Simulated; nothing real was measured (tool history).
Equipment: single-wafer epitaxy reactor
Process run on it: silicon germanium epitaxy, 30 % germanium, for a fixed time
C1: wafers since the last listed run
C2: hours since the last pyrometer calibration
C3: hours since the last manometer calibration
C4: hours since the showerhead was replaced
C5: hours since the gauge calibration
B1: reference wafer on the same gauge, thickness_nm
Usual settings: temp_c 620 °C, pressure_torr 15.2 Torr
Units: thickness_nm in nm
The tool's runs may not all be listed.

{"run": 1, "day": 0.0, "temp_c": 620, "pressure_torr": 15.2, "C1": 0, "C2": 58.3, "C3": 345.4, "C4": 7610.5, "C5": 447, "B1": 75.883, "thickness_nm": 72.299}
{"run": 2, "day": 2.938, "temp_c": 620, "pressure_torr": 15.2, "C1": 1125, "C2": 128.8, "C3": 415.9, "C4": 7681, "C5": 517.5, "B1": 75.964, "thickness_nm": 72.385}
{"run": 3, "day": 4.888, "temp_c": 620, "pressure_torr": 15.2, "C1": 747, "C2": 175.6, "C3": 462.7, "C4": 7727.8, "C5": 564.3, "B1": 75.667, "thickness_nm": 72.375}
{"run": 4, "day": 6.962, "temp_c": 620, "pressure_torr": 16.2, "C1": 794, "C2": 225.4, "C3": 512.5, "C4": 7777.6, "C5": 614.1, "B1": 75.83, "thickness_nm": 74.409}
{"run": 5, "day": 8.817, "temp_c": 620, "pressure_torr": 16.2, "C1": 710, "C2": 269.9, "C3": 557, "C4": 7822.1, "C5": 658.6, "B1": 75.875, "thickness_nm": 74.359}
{"run": 6, "day": 11.792, "temp_c": 620, "pressure_torr": 15.2, "C1": 1139, "C2": 341.3, "C3": 628.4, "C4": 7893.5, "C5": 730, "B1": 75.861, "thickness_nm": 73.89}
{"run": 7, "day": 13.021, "temp_c": 620, "pressure_torr": 15.2, "C1": 470, "C2": 370.8, "C3": 657.9, "C4": 7923, "C5": 759.5, "B1": 75.874, "thickness_nm": 73.043}
{"day": 16.354, "done": "gauge calibrated"}
{"run": 8, "day": 21.971, "temp_c": 620, "pressure_torr": 15.2, "C1": 3428, "C2": 585.6, "C3": 872.7, "C4": 8137.8, "C5": 134.8, "B1": 75.824, "thickness_nm": 75.029}
{"day": 24.154, "done": "capacitance manometer re-zeroed and calibrated"}
{"run": 9, "day": 24.175, "temp_c": 620, "pressure_torr": 15.2, "C1": 716, "C2": 638.5, "C3": 0.5, "C4": 8190.7, "C5": 187.7, "B1": 75.844, "thickness_nm": 75.411}
{"day": 32.508, "done": "showerhead replaced"}
{"run": 10, "day": 32.988, "temp_c": 620, "pressure_torr": 15.2, "C1": 3248, "C2": 850, "C3": 212, "C4": 11.5, "C5": 399.2, "B1": 75.768, "thickness_nm": 76.323}
{"run": 11, "day": 34.0, "temp_c": 616, "pressure_torr": 12.3, "C1": 387, "C2": 874.3, "C3": 236.3, "C4": 35.8, "C5": 423.5, "B1": 75.769, "thickness_nm": 66.919}
{"run": 12, "day": 35.392, "temp_c": 633, "pressure_torr": 13.6, "C1": 533, "C2": 907.7, "C3": 269.7, "C4": 69.2, "C5": 456.9, "B1": 75.997, "thickness_nm": 95.231}
{"run": 13, "day": 36.712, "temp_c": 620, "pressure_torr": 17.5, "C1": 506, "C2": 939.4, "C3": 301.4, "C4": 100.9, "C5": 488.6, "B1": 75.913, "thickness_nm": 79.222}
{"day": 38.9, "done": "pyrometer calibrated"}
{"run": 14, "day": 39.125, "temp_c": 610, "pressure_torr": 17.4, "C1": 796, "C2": 5.4, "C3": 359.3, "C4": 158.8, "C5": 546.5, "B1": 75.762, "thickness_nm": 61.395}
{"run": 15, "day": 40.242, "temp_c": 633, "pressure_torr": 13.6, "C1": 427, "C2": 32.2, "C3": 386.1, "C4": 185.6, "C5": 573.3, "B1": 75.835, "thickness_nm": 90.369}
{"run": 16, "day": 41.688, "temp_c": 632, "pressure_torr": 13.5, "C1": 553, "C2": 66.9, "C3": 420.8, "C4": 220.3, "C5": 608, "B1": 76.026, "thickness_nm": 89.704}
{"run": 17, "day": 44.308, "temp_c": 610, "pressure_torr": 17.4, "C1": 1004, "C2": 129.8, "C3": 483.7, "C4": 283.2, "C5": 670.9, "B1": 75.846, "thickness_nm": 62.123}
{"run": 18, "day": 45.712, "temp_c": 606, "pressure_torr": 15.2, "C1": 537, "C2": 163.5, "C3": 517.4, "C4": 316.9, "C5": 704.6, "B1": 75.911, "thickness_nm": 55.256}
{"run": 19, "day": 48.079, "temp_c": 633, "pressure_torr": 18.7, "C1": 906, "C2": 220.3, "C3": 574.2, "C4": 373.7, "C5": 761.4, "B1": 75.972, "thickness_nm": 100.606}
{"run": 20, "day": 49.446, "temp_c": 607, "pressure_torr": 12.5, "C1": 523, "C2": 253.1, "C3": 607, "C4": 406.5, "C5": 794.2, "B1": 75.775, "thickness_nm": 54.082}
{"run": 21, "day": 50.767, "temp_c": 620, "pressure_torr": 15.2, "C1": 506, "C2": 284.8, "C3": 638.7, "C4": 438.2, "C5": 825.9, "B1": 76.002, "thickness_nm": 74.024}

Below are 3 alternative next runs, each starting from the tool's condition after run 21. Predict each:
{"run": "A", "day": 50.783, "temp_c": 616, "pressure_torr": 15.2, "C1": 6, "C2": 285.2, "C3": 639.1, "C4": 438.6, "C5": 826.3, "B1": "?", "thickness_nm": "?"}
{"run": "B", "day": 50.783, "temp_c": 620, "pressure_torr": 17.6, "C1": 6, "C2": 285.2, "C3": 639.1, "C4": 438.6, "C5": 826.3, "B1": "?", "thickness_nm": "?"}
{"run": "C", "day": 50.783, "temp_c": 630, "pressure_torr": 12.1, "C1": 6, "C2": 285.2, "C3": 639.1, "C4": 438.6, "C5": 826.3, "B1": "?", "thickness_nm": "?"}

run=A B1=75.882 thickness_nm=67.994
run=B B1=75.882 thickness_nm=76.805
run=C B1=75.882 thickness_nm=84.233
With the hidden condition removed and each run's random variation left untouched, the same runs would have given:
run=A thickness_nm=66.816
run=B thickness_nm=75.487
run=C thickness_nm=82.824
